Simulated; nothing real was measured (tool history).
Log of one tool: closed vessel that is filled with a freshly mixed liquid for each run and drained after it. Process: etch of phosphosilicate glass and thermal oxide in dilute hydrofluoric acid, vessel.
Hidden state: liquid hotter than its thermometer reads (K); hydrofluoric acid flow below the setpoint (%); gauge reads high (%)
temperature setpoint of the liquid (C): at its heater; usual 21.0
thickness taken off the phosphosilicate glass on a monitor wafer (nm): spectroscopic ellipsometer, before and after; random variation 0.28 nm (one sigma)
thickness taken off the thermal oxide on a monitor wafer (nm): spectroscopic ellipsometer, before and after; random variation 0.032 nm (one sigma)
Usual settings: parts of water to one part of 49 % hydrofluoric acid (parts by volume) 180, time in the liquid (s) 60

run,hour,temperature setpoint of the liquid (C),parts of water to one part of 49 % hydrofluoric acid (parts by volume),time in the liquid (s),wafers since the last listed run,hours since the thermometer was replaced,hours since the hydrofluoric acid flow meter was replaced,hours since the gauge calibration,"read-back film thickness of the phosphosilicate glass reference wafer, read on the same gauge (nm)","read-back film thickness of the thermal oxide reference wafer, read on the same gauge (nm)",thickness taken off the phosphosilicate glass on a monitor wafer (nm),thickness taken off the thermal oxide on a monitor wafer (nm)
1,0.0,21.0,180,60,0,1153.8,871.3,701.9,89.99,89.975,54.38,1.237
2,44.5,21.0,180,60,4649,1198.3,915.8,746.4,89.97,90.000,54.36,1.247
3,82.8,23.0,180,80,4001,1236.6,954.1,784.7,89.98,89.988,78.19,1.692
4,122.1,23.0,180,80,4106,1275.9,993.4,824.0,90.00,89.971,77.37,1.755
5,172.3,23.0,180,80,5245,1326.1,1043.6,874.2,89.97,89.956,78.34,1.751
6,219.2,21.0,180,60,4900,1373.0,1090.5,921.1,90.01,90.013,54.34,1.222
7,280.0,21.0,180,60,6352,1433.8,1151.3,981.9,89.98,90.020,54.33,1.235
8,322.0,21.0,180,60,4388,1475.8,1193.3,1023.9,90.03,90.003,54.10,1.248
# hour 359.5: gauge calibrated
9,369.1,23.5,180,60,4921,1522.9,1240.4,9.6,90.06,90.006,59.80,1.386
10,431.4,23.5,180,60,6509,1585.2,1302.7,71.9,89.97,90.009,59.55,1.350
11,466.1,23.5,230,60,3625,1619.9,1337.4,106.6,90.02,90.031,44.34,0.946
12,520.6,21.0,90,45,5694,1674.4,1391.9,161.1,89.95,89.988,90.51,1.993
# hour 524.9: thermometer replaced
13,590.3,19.0,235,30,7178,65.4,1461.6,230.8,89.97,90.027,17.16,0.374
14,643.2,22.5,180,75,5527,118.3,1514.5,283.7,89.97,90.007,68.32,1.531
15,681.5,18.5,245,60,4001,156.6,1552.8,322.0,89.97,90.046,32.34,0.710
16,721.8,25.5,230,30,4210,196.9,1593.1,362.3,90.05,90.025,22.72,0.499
17,776.4,21.0,180,30,5704,251.5,1647.7,416.9,89.98,89.981,25.93,0.580
# hour 810.3: hydrofluoric acid flow meter replaced
18,839.7,21.0,125,60,6509,314.8,29.4,480.2,89.99,90.004,83.12,1.910
19,894.0,23.0,180,80,5673,369.1,83.7,534.5,90.01,89.999,77.73,1.813
20,961.8,17.0,215,45,7084,436.9,151.5,602.3,89.99,90.007,28.43,0.665
21,1025.2,23.0,180,80,6624,500.3,214.9,665.7,90.01,90.020,78.98,1.681

5 ways to go on from here, each from the tool as it stands after run 21. What would each give?
A,1025.9,21.0,180,60,73,501.0,215.6,666.4,?,?,?,?
B,1025.9,23.0,260,90,73,501.0,215.6,666.4,?,?,?,?
C,1025.9,18.5,120,90,73,501.0,215.6,666.4,?,?,?,?
D,1025.9,21.0,100,60,73,501.0,215.6,666.4,?,?,?,?
E,1025.9,21.0,150,60,73,501.0,215.6,666.4,?,?,?,?

run,"read-back film thickness of the phosphosilicate glass reference wafer, read on the same gauge (nm)","read-back film thickness of the thermal oxide reference wafer, read on the same gauge (nm)",thickness taken off the phosphosilicate glass on a monitor wafer (nm),thickness taken off the thermal oxide on a monitor wafer (nm)
A,90.00,90.009,54.48,1.238
B,90.00,90.009,56.13,1.276
C,90.00,90.009,118.26,2.687
D,90.00,90.009,107.11,2.434
E,90.00,90.009,67.50,1.534
Without the tool's hidden state the same runs would have given:
run,thickness taken off the phosphosilicate glass on a monitor wafer (nm),thickness taken off the thermal oxide on a monitor wafer (nm)
A,53.99,1.227
B,55.74,1.267
C,117.00,2.659
D,105.97,2.408
E,66.86,1.519
